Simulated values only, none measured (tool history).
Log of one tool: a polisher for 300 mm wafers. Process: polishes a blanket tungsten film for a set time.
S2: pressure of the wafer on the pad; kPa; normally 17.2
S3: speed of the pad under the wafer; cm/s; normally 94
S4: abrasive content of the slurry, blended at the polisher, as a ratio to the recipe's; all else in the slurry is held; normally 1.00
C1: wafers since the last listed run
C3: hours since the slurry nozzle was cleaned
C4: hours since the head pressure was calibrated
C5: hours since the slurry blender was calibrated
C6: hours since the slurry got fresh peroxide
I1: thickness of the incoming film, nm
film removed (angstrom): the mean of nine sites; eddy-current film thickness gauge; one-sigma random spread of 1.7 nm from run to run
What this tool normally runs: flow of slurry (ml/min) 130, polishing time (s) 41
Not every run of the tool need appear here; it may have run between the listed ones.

{"run": 1, "day": 0.0, "flow of slurry (ml/min)": 130, "S2": 15.2, "S3": 94, "S4": 1.0, "polishing time (s)": 41, "C1": 0, "wafers polished on this pad": 1197, "C3": 502.0, "C4": 409.3, "C5": 450.2, "C6": 305.4, "I1": 1083.7, "film removed (angstrom)": 1004}
{"day": 0.296, "done": "slurry blender recalibrated"}
{"day": 1.7, "done": "slurry nozzle cleaned"}
{"run": 2, "day": 2.875, "flow of slurry (ml/min)": 130, "S2": 15.2, "S3": 94, "S4": 1.0, "polishing time (s)": 41, "C1": 538, "wafers polished on this pad": 1736, "C3": 28.2, "C4": 478.3, "C5": 61.9, "C6": 374.4, "I1": 1070.5, "film removed (angstrom)": 935}
{"run": 3, "day": 5.683, "flow of slurry (ml/min)": 130, "S2": 15.2, "S3": 94, "S4": 1.0, "polishing time (s)": 41, "C1": 549, "wafers polished on this pad": 2285, "C3": 95.6, "C4": 545.7, "C5": 129.3, "C6": 441.8, "I1": 1086.8, "film removed (angstrom)": 917}
{"day": 6.171, "done": "slurry tank refilled with fresh slurry and peroxide"}
{"run": 4, "day": 9.221, "flow of slurry (ml/min)": 130, "S2": 17.2, "S3": 94, "S4": 1.0, "polishing time (s)": 41, "C1": 684, "wafers polished on this pad": 2970, "C3": 180.5, "C4": 630.6, "C5": 214.2, "C6": 73.2, "I1": 1073.4, "film removed (angstrom)": 1039}
{"run": 5, "day": 13.333, "flow of slurry (ml/min)": 130, "S2": 17.2, "S3": 94, "S4": 1.0, "polishing time (s)": 41, "C1": 805, "wafers polished on this pad": 3775, "C3": 279.2, "C4": 729.3, "C5": 312.9, "C6": 171.9, "I1": 1076.4, "film removed (angstrom)": 1017}
{"day": 14.879, "done": "worn pad replaced by a new one"}
{"run": 6, "day": 15.033, "flow of slurry (ml/min)": 150, "S2": 17.2, "S3": 94, "S4": 1.0, "polishing time (s)": 41, "C1": 300, "wafers polished on this pad": 30, "C3": 320.0, "C4": 770.1, "C5": 353.7, "C6": 212.7, "I1": 1084.7, "film removed (angstrom)": 1038}
{"day": 16.296, "done": "slurry blender recalibrated, repeated, since the last time left the tool worse"}
{"run": 7, "day": 18.15, "flow of slurry (ml/min)": 150, "S2": 17.2, "S3": 94, "S4": 1.0, "polishing time (s)": 41, "C1": 593, "wafers polished on this pad": 624, "C3": 394.8, "C4": 844.9, "C5": 44.5, "C6": 287.5, "I1": 1075.9, "film removed (angstrom)": 1179}
{"day": 20.329, "done": "slurry nozzle cleaned"}
{"run": 8, "day": 22.075, "flow of slurry (ml/min)": 130, "S2": 17.2, "S3": 94, "S4": 1.0, "polishing time (s)": 41, "C1": 760, "wafers polished on this pad": 1384, "C3": 41.9, "C4": 939.1, "C5": 138.7, "C6": 381.7, "I1": 1078.1, "film removed (angstrom)": 1146}
{"run": 9, "day": 23.596, "flow of slurry (ml/min)": 130, "S2": 17.2, "S3": 94, "S4": 1.0, "polishing time (s)": 41, "C1": 297, "wafers polished on this pad": 1682, "C3": 78.4, "C4": 975.6, "C5": 175.2, "C6": 418.2, "I1": 1062.3, "film removed (angstrom)": 1131}
{"day": 24.112, "done": "slurry tank refilled with fresh slurry and peroxide"}
{"run": 10, "day": 31.671, "flow of slurry (ml/min)": 130, "S2": 17.2, "S3": 94, "S4": 1.0, "polishing time (s)": 41, "C1": 1572, "wafers polished on this pad": 3254, "C3": 272.2, "C4": 1169.4, "C5": 369.0, "C6": 181.4, "I1": 1061.1, "film removed (angstrom)": 1123}
{"day": 32.483, "done": "head pressure recalibrated"}
{"day": 34.646, "done": "worn pad replaced by a new one"}
{"run": 11, "day": 35.188, "flow of slurry (ml/min)": 105, "S2": 20.0, "S3": 94, "S4": 0.75, "polishing time (s)": 31, "C1": 639, "wafers polished on this pad": 106, "C3": 356.6, "C4": 64.9, "C5": 453.4, "C6": 265.8, "I1": 1074.7, "film removed (angstrom)": 863}
{"day": 36.175, "done": "slurry blender recalibrated"}
{"run": 12, "day": 38.179, "flow of slurry (ml/min)": 130, "S2": 17.2, "S3": 76, "S4": 1.0, "polishing time (s)": 47, "C1": 569, "wafers polished on this pad": 675, "C3": 428.4, "C4": 136.7, "C5": 48.1, "C6": 337.6, "I1": 1078.5, "film removed (angstrom)": 1116}
{"run": 13, "day": 41.321, "flow of slurry (ml/min)": 130, "S2": 17.2, "S3": 94, "S4": 0.9, "polishing time (s)": 52, "C1": 615, "wafers polished on this pad": 1290, "C3": 503.8, "C4": 212.1, "C5": 123.5, "C6": 413.0, "I1": 1069.7, "film removed (angstrom)": 1431}
{"day": 41.625, "done": "slurry nozzle cleaned"}
{"day": 42.233, "done": "slurry tank refilled with fresh slurry and peroxide"}
{"run": 14, "day": 43.292, "flow of slurry (ml/min)": 130, "S2": 17.2, "S3": 82, "S4": 1.0, "polishing time (s)": 41, "C1": 369, "wafers polished on this pad": 1660, "C3": 40.0, "C4": 259.4, "C5": 170.8, "C6": 25.4, "I1": 1062.9, "film removed (angstrom)": 1039}
{"run": 15, "day": 45.833, "flow of slurry (ml/min)": 165, "S2": 11.7, "S3": 104, "S4": 1.0, "polishing time (s)": 30, "C1": 497, "wafers polished on this pad": 2157, "C3": 101.0, "C4": 320.4, "C5": 231.8, "C6": 86.4, "I1": 1061.4, "film removed (angstrom)": 642}
{"run": 16, "day": 48.783, "flow of slurry (ml/min)": 130, "S2": 19.3, "S3": 94, "S4": 1.0, "polishing time (s)": 53, "C1": 577, "wafers polished on this pad": 2735, "C3": 171.8, "C4": 391.2, "C5": 302.6, "C6": 157.2, "I1": 1075.2, "film removed (angstrom)": 1657}
{"run": 17, "day": 51.721, "flow of slurry (ml/min)": 105, "S2": 17.2, "S3": 94, "S4": 1.0, "polishing time (s)": 41, "C1": 575, "wafers polished on this pad": 3310, "C3": 242.3, "C4": 461.7, "C5": 373.1, "C6": 227.7, "I1": 1080.1, "film removed (angstrom)": 1083}
{"run": 18, "day": 53.462, "flow of slurry (ml/min)": 175, "S2": 21.4, "S3": 94, "S4": 0.85, "polishing time (s)": 29, "C1": 340, "wafers polished on this pad": 3651, "C3": 284.1, "C4": 503.5, "C5": 414.9, "C6": 269.5, "I1": 1073.4, "film removed (angstrom)": 968}
{"day": 54.396, "done": "worn pad replaced by a new one"}
{"day": 56.329, "done": "slurry blender recalibrated"}
{"run": 19, "day": 56.35, "flow of slurry (ml/min)": 160, "S2": 13.8, "S3": 94, "S4": 1.0, "polishing time (s)": 41, "C1": 516, "wafers polished on this pad": 366, "C3": 353.4, "C4": 572.8, "C5": 0.5, "C6": 338.8, "I1": 1088.2, "film removed (angstrom)": 954}
{"run": 20, "day": 58.221, "flow of slurry (ml/min)": 130, "S2": 17.2, "S3": 94, "S4": 1.0, "polishing time (s)": 41, "C1": 366, "wafers polished on this pad": 732, "C3": 398.3, "C4": 617.7, "C5": 45.4, "C6": 383.7, "I1": 1073.1, "film removed (angstrom)": 1176}
{"day": 62.525, "done": "slurry tank refilled with fresh slurry and peroxide"}
{"run": 21, "day": 62.621, "flow of slurry (ml/min)": 130, "S2": 17.2, "S3": 94, "S4": 1.0, "polishing time (s)": 41, "C1": 853, "wafers polished on this pad": 1585, "C3": 503.9, "C4": 723.3, "C5": 151.0, "C6": 2.3, "I1": 1064.4, "film removed (angstrom)": 1151}
{"run": 22, "day": 66.212, "flow of slurry (ml/min)": 130, "S2": 17.2, "S3": 94, "S4": 1.0, "polishing time (s)": 41, "C1": 703, "wafers polished on this pad": 2289, "C3": 590.1, "C4": 809.5, "C5": 237.2, "C6": 88.5, "I1": 1081.2, "film removed (angstrom)": 1144}
{"day": 66.358, "done": "slurry nozzle cleaned"}
{"run": 23, "day": 70.133, "flow of slurry (ml/min)": 160, "S2": 20.0, "S3": 68, "S4": 1.0, "polishing time (s)": 41, "C1": 759, "wafers polished on this pad": 3048, "C3": 90.6, "C4": 903.6, "C5": 331.3, "C6": 182.6, "I1": 1060.8, "film removed (angstrom)": 1029}
{"run": 24, "day": 73.85, "flow of slurry (ml/min)": 110, "S2": 19.3, "S3": 94, "S4": 0.9, "polishing time (s)": 41, "C1": 727, "wafers polished on this pad": 3776, "C3": 179.8, "C4": 992.8, "C5": 420.5, "C6": 271.8, "I1": 1062.8, "film removed (angstrom)": 1194}
{"day": 76.471, "done": "worn pad replaced by a new one"}
{"run": 25, "day": 76.492, "flow of slurry (ml/min)": 130, "S2": 17.2, "S3": 118, "S4": 0.75, "polishing time (s)": 41, "C1": 484, "wafers polished on this pad": 4, "C3": 243.2, "C4": 1056.2, "C5": 483.9, "C6": 335.2, "I1": 1087.7, "film removed (angstrom)": 1305}
{"day": 77.65, "done": "slurry blender recalibrated"}
{"run": 26, "day": 79.262, "flow of slurry (ml/min)": 130, "S2": 17.2, "S3": 94, "S4": 1.0, "polishing time (s)": 41, "C1": 526, "wafers polished on this pad": 530, "C3": 309.7, "C4": 1122.7, "C5": 38.7, "C6": 401.7, "I1": 1072.2, "film removed (angstrom)": 1175}
{"day": 81.821, "done": "slurry tank refilled with fresh slurry and peroxide"}
{"run": 27, "day": 82.912, "flow of slurry (ml/min)": 130, "S2": 22.1, "S3": 94, "S4": 1.0, "polishing time (s)": 34, "C1": 706, "wafers polished on this pad": 1237, "C3": 397.3, "C4": 1210.3, "C5": 126.3, "C6": 26.2, "I1": 1082.6, "film removed (angstrom)": 1248}

3 ways to go on from here, each from the tool as it stands after run 27. What would each give?
{"run": "A", "day": 82.929, "flow of slurry (ml/min)": 130, "S2": 17.2, "S3": 94, "S4": 1.0, "polishing time (s)": 41, "C1": 3, "wafers polished on this pad": 1240, "C3": 397.7, "C4": 1210.7, "C5": 126.7, "C6": 26.6, "I1": 1067.3, "film removed (angstrom)": "?"}
{"run": "B", "day": 82.929, "flow of slurry (ml/min)": 90, "S2": 17.2, "S3": 80, "S4": 1.2, "polishing time (s)": 36, "C1": 3, "wafers polished on this pad": 1240, "C3": 397.7, "C4": 1210.7, "C5": 126.7, "C6": 26.6, "I1": 1067.3, "film removed (angstrom)": "?"}
{"run": "C", "day": 82.929, "flow of slurry (ml/min)": 175, "S2": 17.2, "S3": 94, "S4": 1.0, "polishing time (s)": 41, "C1": 3, "wafers polished on this pad": 1240, "C3": 397.7, "C4": 1210.7, "C5": 126.7, "C6": 26.6, "I1": 1067.3, "film removed (angstrom)": "?"}

run=A film_removed_(angstrom)=1162
run=B film_removed_(angstrom)=849
run=C film_removed_(angstrom)=1223
What these runs would have given with no unlogged condition in the tool:
run=A film_removed_(angstrom)=1170
run=B film_removed_(angstrom)=855
run=C film_removed_(angstrom)=1232
